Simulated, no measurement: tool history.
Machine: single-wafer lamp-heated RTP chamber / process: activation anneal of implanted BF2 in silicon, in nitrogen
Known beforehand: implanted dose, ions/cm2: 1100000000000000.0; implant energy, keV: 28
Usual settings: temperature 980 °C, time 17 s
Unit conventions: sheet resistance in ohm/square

run	hour	temperature	time	wafers since the last listed run	wafers since the last pyrometer calibration	wafers since the reflector plate was cleaned	hours since the gauge calibration	read-back reference wafer on the same gauge, sheet resistance	sheet resistance
1	0.0	980	17	0	227	8129	580.2	205.99	178.40
# hour 31.2: reflector plate cleaned
2	39.8	980	17	308	535	83	620.0	206.05	181.53
3	86.2	980	17	450	986	533	666.4	205.99	181.33
4	147.7	980	17	596	1582	1130	727.9	205.89	181.01
5	190.0	980	17	410	1993	1540	770.2	206.25	182.60
6	255.1	980	17	631	2624	2172	835.3	205.90	180.99
7	284.2	980	17	282	2907	2454	864.4	206.18	181.38
8	337.9	980	17	521	3428	2975	918.1	206.10	180.95
9	405.1	963	17	652	4080	3627	985.3	205.99	200.69
10	432.3	980	13	263	4344	3891	1012.5	206.01	184.46
11	471.3	980	17	378	4722	4270	1051.5	205.99	180.94
12	509.8	980	17	373	5096	4643	1090.0	205.89	180.01
13	569.7	980	17	581	5677	5224	1149.9	206.07	180.68
14	602.6	998	20	319	5996	5543	1182.8	205.92	158.19
15	637.7	980	17	340	6336	5884	1217.9	206.03	180.21
16	667.3	980	17	287	6624	6171	1247.5	206.01	180.49
17	706.7	951	27	382	7006	6553	1286.9	206.02	209.37
18	772.9	952	24	642	7648	7196	1353.1	205.97	208.21
# hour 808.4: pyrometer window cleaned and pyrometer calibrated
19	827.5	959	21	452	185	7648	1407.7	205.97	200.47
# hour 873.7: reflector plate cleaned
20	894.6	954	26	573	758	202	1474.8	206.12	199.69
21	920.9	988	21	255	1014	457	1501.1	205.98	162.35
22	961.4	966	27	392	1406	850	1541.6	205.98	183.33
23	989.1	972	14	268	1675	1119	1569.3	205.92	186.68
24	1044.4	966	13	536	2212	1655	1624.6	205.85	195.18
25	1102.0	956	10	558	2771	2214	1682.2	205.93	209.13
26	1167.8	980	17	638	3409	2853	1748.0	206.27	174.75
# hour 1195.4: gauge calibrated
27	1229.0	970	17	593	4003	3447	33.6	206.13	185.53
# hour 1243.6: reflector plate cleaned, repeated, since the last time left the tool worse
28	1287.6	980	17	490	4494	426	92.2	206.15	181.05
29	1339.9	980	17	507	5001	934	144.5	205.86	180.12
30	1535.3	980	17	1895	6897	2829	339.9	206.25	182.19
31	1638.0	950	17	996	7894	3826	442.6	205.95	218.12
32	1663.6	1005	17	248	8142	4074	468.2	206.08	154.94
33	1701.5	1000	24	367	8510	4442	506.1	206.12	153.56
# hour 1722.3: pyrometer window cleaned and pyrometer calibrated
34	1726.7	980	26	166	42	4609	531.3	205.83	172.60

Forecast run 35:
35	1792.3	965	22	636	679	5245	596.9	?	?

read-back reference wafer on the same gauge, sheet resistance: 206.03
sheet resistance: 194.75 ohm/square
With the hidden condition absent and the run-to-run variation left alone, this run would have shown sheet resistance 197.11 ohm/square.
